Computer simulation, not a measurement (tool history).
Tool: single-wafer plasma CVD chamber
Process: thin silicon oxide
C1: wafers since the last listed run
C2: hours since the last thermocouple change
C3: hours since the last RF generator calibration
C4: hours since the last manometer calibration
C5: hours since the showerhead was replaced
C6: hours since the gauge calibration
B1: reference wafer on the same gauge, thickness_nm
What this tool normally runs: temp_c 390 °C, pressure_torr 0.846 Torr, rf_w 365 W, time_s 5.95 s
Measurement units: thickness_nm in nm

{"run": 1, "hour": 0.0, "temp_c": 390, "pressure_torr": 0.846, "rf_w": 365, "time_s": 6.67, "C1": 0, "C2": 1692.2, "C3": 1208.7, "C4": 2962, "C5": 6565.6, "C6": 124.9, "B1": 13, "thickness_nm": 12.504}
{"run": 2, "hour": 11.0, "temp_c": 390, "pressure_torr": 0.846, "rf_w": 365, "time_s": 6.67, "C1": 238, "C2": 1703.2, "C3": 1219.7, "C4": 2973, "C5": 6576.6, "C6": 135.9, "B1": 13, "thickness_nm": 12.515}
{"hour": 16.3, "done": "gauge calibrated"}
{"run": 3, "hour": 51.1, "temp_c": 390, "pressure_torr": 0.846, "rf_w": 365, "time_s": 6.67, "C1": 868, "C2": 1743.3, "C3": 1259.8, "C4": 3013.1, "C5": 6616.7, "C6": 34.8, "B1": 12.999, "thickness_nm": 12.492}
{"run": 4, "hour": 61.1, "temp_c": 390, "pressure_torr": 0.846, "rf_w": 365, "time_s": 5.95, "C1": 216, "C2": 1753.3, "C3": 1269.8, "C4": 3023.1, "C5": 6626.7, "C6": 44.8, "B1": 13.002, "thickness_nm": 11.166}
{"run": 5, "hour": 70.9, "temp_c": 390, "pressure_torr": 0.846, "rf_w": 365, "time_s": 5.95, "C1": 212, "C2": 1763.1, "C3": 1279.6, "C4": 3032.9, "C5": 6636.5, "C6": 54.6, "B1": 12.999, "thickness_nm": 11.171}
{"hour": 84.1, "done": "RF generator calibrated"}
{"hour": 87.9, "done": "thermocouple changed; heater temperature recalibrated"}
{"run": 6, "hour": 88.4, "temp_c": 390, "pressure_torr": 0.846, "rf_w": 365, "time_s": 5.95, "C1": 123, "C2": 0.5, "C3": 4.3, "C4": 3050.4, "C5": 6654, "C6": 72.1, "B1": 12.999, "thickness_nm": 11.16}
{"hour": 102.2, "done": "showerhead replaced, of another model than before"}
{"run": 7, "hour": 102.7, "temp_c": 390, "pressure_torr": 0.846, "rf_w": 390, "time_s": 5.95, "C1": 136, "C2": 14.8, "C3": 18.6, "C4": 3064.7, "C5": 0.5, "C6": 86.4, "B1": 13.001, "thickness_nm": 11.606}
{"run": 8, "hour": 105.7, "temp_c": 390, "pressure_torr": 0.846, "rf_w": 390, "time_s": 5.95, "C1": 64, "C2": 17.8, "C3": 21.6, "C4": 3067.7, "C5": 3.5, "C6": 89.4, "B1": 13.001, "thickness_nm": 11.547}
{"hour": 115.0, "done": "capacitance manometer re-zeroed and calibrated"}
{"run": 9, "hour": 123.6, "temp_c": 390, "pressure_torr": 0.846, "rf_w": 365, "time_s": 6.41, "C1": 214, "C2": 35.7, "C3": 39.5, "C4": 8.6, "C5": 21.4, "C6": 107.3, "B1": 13.001, "thickness_nm": 13.086}
{"run": 10, "hour": 132.8, "temp_c": 390, "pressure_torr": 0.846, "rf_w": 365, "time_s": 5.95, "C1": 199, "C2": 44.9, "C3": 48.7, "C4": 17.8, "C5": 30.6, "C6": 116.5, "B1": 12.998, "thickness_nm": 12.167}
{"run": 11, "hour": 140.8, "temp_c": 403, "pressure_torr": 0.846, "rf_w": 365, "time_s": 5.95, "C1": 173, "C2": 52.9, "C3": 56.7, "C4": 25.8, "C5": 38.6, "C6": 124.5, "B1": 13, "thickness_nm": 12.035}
{"run": 12, "hour": 155.4, "temp_c": 396, "pressure_torr": 0.846, "rf_w": 415, "time_s": 5.95, "C1": 316, "C2": 67.5, "C3": 71.3, "C4": 40.4, "C5": 53.2, "C6": 139.1, "B1": 12.997, "thickness_nm": 12.421}
{"run": 13, "hour": 166.1, "temp_c": 383, "pressure_torr": 0.77, "rf_w": 330, "time_s": 5.31, "C1": 231, "C2": 78.2, "C3": 82, "C4": 51.1, "C5": 63.9, "C6": 149.8, "B1": 13.001, "thickness_nm": 10.032}
{"hour": 174.4, "done": "gauge calibrated"}
{"run": 14, "hour": 188.7, "temp_c": 402, "pressure_torr": 0.655, "rf_w": 385, "time_s": 5.95, "C1": 489, "C2": 100.8, "C3": 104.6, "C4": 73.7, "C5": 86.5, "C6": 14.3, "B1": 13.003, "thickness_nm": 10.303}
{"run": 15, "hour": 199.5, "temp_c": 395, "pressure_torr": 0.846, "rf_w": 320, "time_s": 4.84, "C1": 233, "C2": 111.6, "C3": 115.4, "C4": 84.5, "C5": 97.3, "C6": 25.1, "B1": 13.002, "thickness_nm": 9.555}
{"run": 16, "hour": 211.5, "temp_c": 390, "pressure_torr": 0.846, "rf_w": 365, "time_s": 5.95, "C1": 259, "C2": 123.6, "C3": 127.4, "C4": 96.5, "C5": 109.3, "C6": 37.1, "B1": 12.999, "thickness_nm": 12.129}
{"run": 17, "hour": 219.3, "temp_c": 390, "pressure_torr": 0.846, "rf_w": 365, "time_s": 5.95, "C1": 168, "C2": 131.4, "C3": 135.2, "C4": 104.3, "C5": 117.1, "C6": 44.9, "B1": 13.002, "thickness_nm": 12.104}

Below, some changes in thickness_nm between adjacent runs. For each, the amount present without the hidden state too (settings, incoming material, random variation) and the amount remaining for the hidden state with gauge scatter not shared by both compared results:
Unlogged tool condition in this case: wafer temperature above the value expected at the setpoint (K); delivered RF power above the setpoint (%); true pressure above the setpoint (%); gauge reads high (%).
Run 8 -> 9: rf_w 390 -> 365, time_s 5.95 -> 6.41, capacitance manometer re-zeroed and calibrated. thickness_nm +1.539 nm: hidden state +0.743, all else +0.796.
Run 15 -> 16: temp_c 395 -> 390, rf_w 320 -> 365, time_s 4.84 -> 5.95. thickness_nm +2.574 nm: hidden state -0.014, all else +2.588.
